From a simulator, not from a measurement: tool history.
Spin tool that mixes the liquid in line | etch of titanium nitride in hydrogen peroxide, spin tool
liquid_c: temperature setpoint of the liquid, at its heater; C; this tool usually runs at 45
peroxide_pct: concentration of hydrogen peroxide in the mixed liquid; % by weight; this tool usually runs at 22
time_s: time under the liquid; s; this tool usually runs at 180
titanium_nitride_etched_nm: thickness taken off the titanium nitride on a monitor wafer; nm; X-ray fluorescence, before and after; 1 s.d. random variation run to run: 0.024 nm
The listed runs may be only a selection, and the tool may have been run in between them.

run,hour,liquid_c,peroxide_pct,time_s,"read-back film thickness of the titanium nitride reference wafer, read on the same gauge (nm)",titanium_nitride_etched_nm
1,0,45,22,95,30.006,1.535
2,62.2,40.5,22,245,30.029,2.778
# hour 80.8: new drum of peroxide connected
3,104.6,45,22,180,29.981,2.908
4,148.1,47.5,22,235,30.024,4.538
5,187.4,52.5,28.5,75,29.991,2.199
# hour 219.5: thermometer replaced, repeated, since the last time left the tool worse
6,226.3,45,19.5,180,30.005,3.336
7,254.8,38,22,210,30.004,2.351
8,280.5,45,23.5,180,30.007,3.482
9,325.2,45,22,180,29.968,3.445
10,418.9,48,16.5,180,30.011,4.03
11,485.5,45,22,180,29.995,3.434
12,510,49.5,28,255,29.991,6.99
13,540.4,50.5,22,180,30.001,5.079
14,567.7,45,22,180,30.006,3.395
15,603.1,45,28,235,30.01,4.679
# hour 621: new drum of peroxide connected
16,646.8,39,16.5,280,29.962,3.105
17,697.6,45,22,180,30.001,3.371
18,746.3,45,22,240,29.974,4.478
19,789.7,50.5,25.5,80,30.001,2.333
20,885.4,45,22,180,30.026,3.369
21,933.3,50,22,180,29.994,4.81
22,972.9,45,28,235,29.994,4.628
23,1043.9,45,22,180,30.015,3.328
24,1088.6,45,22,180,29.99,3.325
25,1126.4,45,22,260,30.005,4.788

For some of the steps in titanium_nitride_etched_nm from one run to the next: how much would appear even if the tool had no hidden state, given the settings, what came in and random variation, and how much remains for the hidden state plus any gauge scatter that the measured result and the result without hidden state don't share?
The hidden state here: liquid colder than its thermometer reads (K); peroxide flow above the setpoint (%); temperature lost on the way to the wafer (K); peroxide weaker than its label (%); gauge reads high (%).
Run 4 -> 5: liquid_c 47.5 -> 52.5, peroxide_pct 22 -> 28.5, time_s 235 -> 75. titanium_nitride_etched_nm -2.339 nm: hidden state +0.445, all else -2.784.
Run 5 -> 6: liquid_c 52.5 -> 45, peroxide_pct 28.5 -> 19.5, time_s 75 -> 180, thermometer replaced, repeated, since the last time left the tool worse. titanium_nitride_etched_nm +1.137 nm: hidden state +0.4, all else +0.737.
Run 11 -> 12: liquid_c 45 -> 49.5, peroxide_pct 22 -> 28, time_s 180 -> 255. titanium_nitride_etched_nm +3.556 nm: hidden state -0.046, all else +3.602.
